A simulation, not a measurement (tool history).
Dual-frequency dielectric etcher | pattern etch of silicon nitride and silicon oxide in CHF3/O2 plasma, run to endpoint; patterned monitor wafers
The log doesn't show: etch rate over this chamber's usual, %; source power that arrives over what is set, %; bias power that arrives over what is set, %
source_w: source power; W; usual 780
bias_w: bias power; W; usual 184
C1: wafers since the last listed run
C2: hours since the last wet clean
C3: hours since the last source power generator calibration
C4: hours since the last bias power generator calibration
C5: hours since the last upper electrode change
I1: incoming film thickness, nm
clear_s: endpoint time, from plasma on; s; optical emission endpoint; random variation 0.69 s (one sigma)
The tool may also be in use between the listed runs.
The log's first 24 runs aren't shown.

run 25 hour=1312.7 | source_w=780 bias_w=219 | C1=309 C2=420.6 C3=643.0 C4=427.3 C5=1125.9 | I1=237.0 | clear_s=131.1
run 26 hour=1418.8 | source_w=890 bias_w=151 | C1=598 C2=526.7 C3=749.1 C4=533.4 C5=1232.0 | I1=237.1 | clear_s=139.9
-- hour=1457.9 wet clean of the chamber
run 27 hour=1459.9 | source_w=780 bias_w=162 | C1=96 C2=2.0 C3=790.2 C4=574.5 C5=1273.1 | I1=238.3 | clear_s=147.7
run 28 hour=1521.9 | source_w=780 bias_w=184 | C1=349 C2=64.0 C3=852.2 C4=636.5 C5=1335.1 | I1=237.3 | clear_s=140.9
run 29 hour=1582.2 | source_w=780 bias_w=184 | C1=340 C2=124.3 C3=912.5 C4=696.8 C5=1395.4 | I1=237.5 | clear_s=141.0
run 30 hour=1652.6 | source_w=780 bias_w=184 | C1=397 C2=194.7 C3=982.9 C4=767.2 C5=1465.8 | I1=238.6 | clear_s=141.0
run 31 hour=1714.1 | source_w=890 bias_w=196 | C1=347 C2=256.2 C3=1044.4 C4=828.7 C5=1527.3 | I1=238.7 | clear_s=129.6
run 32 hour=1746.4 | source_w=910 bias_w=168 | C1=182 C2=288.5 C3=1076.7 C4=861.0 C5=1559.6 | I1=235.8 | clear_s=133.5
run 33 hour=1793.6 | source_w=780 bias_w=184 | C1=266 C2=335.7 C3=1123.9 C4=908.2 C5=1606.8 | I1=239.0 | clear_s=141.7
run 34 hour=1844.9 | source_w=780 bias_w=184 | C1=289 C2=387.0 C3=1175.2 C4=959.5 C5=1658.1 | I1=235.7 | clear_s=140.7
run 35 hour=1874.4 | source_w=640 bias_w=184 | C1=166 C2=416.5 C3=1204.7 C4=989.0 C5=1687.6 | I1=239.9 | clear_s=158.6

4 ways to go on from here, each from the tool as it stands after run 35. What would each give?
run A hour=1874.9 | source_w=780 bias_w=184 | C1=2 C2=417.0 C3=1205.2 C4=989.5 C5=1688.1 | I1=237.7 | clear_s=?
run B hour=1874.9 | source_w=580 bias_w=218 | C1=2 C2=417.0 C3=1205.2 C4=989.5 C5=1688.1 | I1=237.7 | clear_s=?
run C hour=1874.9 | source_w=950 bias_w=184 | C1=2 C2=417.0 C3=1205.2 C4=989.5 C5=1688.1 | I1=237.7 | clear_s=?
run D hour=1874.9 | source_w=650 bias_w=167 | C1=2 C2=417.0 C3=1205.2 C4=989.5 C5=1688.1 | I1=237.7 | clear_s=?

run=A clear_s=141.4
run=B clear_s=155.6
run=C clear_s=127.7
run=D clear_s=162.7
Without the tool's hidden state the same runs would have given:
run=A clear_s=140.1
run=B clear_s=154.1
run=C clear_s=126.6
run=D clear_s=161.2
